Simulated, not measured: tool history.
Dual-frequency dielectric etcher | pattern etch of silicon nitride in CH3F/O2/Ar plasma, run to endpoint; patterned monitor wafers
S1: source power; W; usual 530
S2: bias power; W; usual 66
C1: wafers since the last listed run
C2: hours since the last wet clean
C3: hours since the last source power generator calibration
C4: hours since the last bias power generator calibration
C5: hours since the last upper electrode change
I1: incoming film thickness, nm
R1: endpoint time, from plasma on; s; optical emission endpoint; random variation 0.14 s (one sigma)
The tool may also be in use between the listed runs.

run     day   S1  S2   C1     C2      C3      C4      C5     I1    R1
  1       0  430  66    0  203.1  3525.1  3672.9  6075.6   37.9  50.2
  2    2.15  430  66  627  254.7  3576.7  3724.5  6127.2  37.85    50
  3    3.75  430  66  467  293.1  3615.1  3762.9  6165.6  37.85    50
  4   6.383  610  66  769  356.3  3678.3  3826.1  6228.8  37.45  41.4
  5   9.129  530  66  801  422.2  3744.2    3892  6294.7  37.56  44.4
     10.896  -- bias power generator calibrated
  6  11.067  530  66  517  468.7  3790.7     4.1  6341.2  37.72  44.5
     13.038  -- source power generator calibrated
     13.996  -- upper electrode replaced
     14.729  -- wet clean of the chamber
  7   14.75  530  66  532    0.5    41.1    92.5    18.1  37.55  45.5
  8  15.317  490  66  165   14.1    54.7   106.1    31.7   37.5    47
  9  18.067  490  66  803   80.1   120.7   172.1    97.7  37.43  46.7
 10  20.138  610  81  604  129.8   170.4   221.8   147.4  37.57  38.7
 11    22.5  470  76  689  186.5   227.1   278.5   204.1  37.95  45.4
 12  23.854  460  66  395    219   259.6     311   236.6  37.87  48.4
 13  25.362  630  73  440  255.2   295.8   347.2   272.8  37.52  39.5
 14  28.317  410  80  862  326.1   366.7   418.1   343.7  37.85    47
 15  30.117  530  77  525  369.3   409.9   461.3   386.9  38.23  42.4
 16  32.042  530  62  562  415.5   456.1   507.5   433.1  38.04  46.2
 17  34.021  410  66  578    463   503.6     555   480.6  37.73  50.3
 18   35.45  490  66  417  497.3   537.9   589.3   514.9  37.57  45.9

Forecast each of these 3 alternatives for the next run:
  A  35.467  530  66   4  497.7  538.3  589.7  515.3  37.52   ?
  B  35.467  630  80   4  497.7  538.3  589.7  515.3  37.52   ?
  C  35.467  640  52   4  497.7  538.3  589.7  515.3  37.52   ?

run    R1
  A  44.3
  B  37.7
  C  44.5
Without the tool's hidden state the same runs would have given:
run    R1
  A  45.7
  B  38.9
  C  45.9

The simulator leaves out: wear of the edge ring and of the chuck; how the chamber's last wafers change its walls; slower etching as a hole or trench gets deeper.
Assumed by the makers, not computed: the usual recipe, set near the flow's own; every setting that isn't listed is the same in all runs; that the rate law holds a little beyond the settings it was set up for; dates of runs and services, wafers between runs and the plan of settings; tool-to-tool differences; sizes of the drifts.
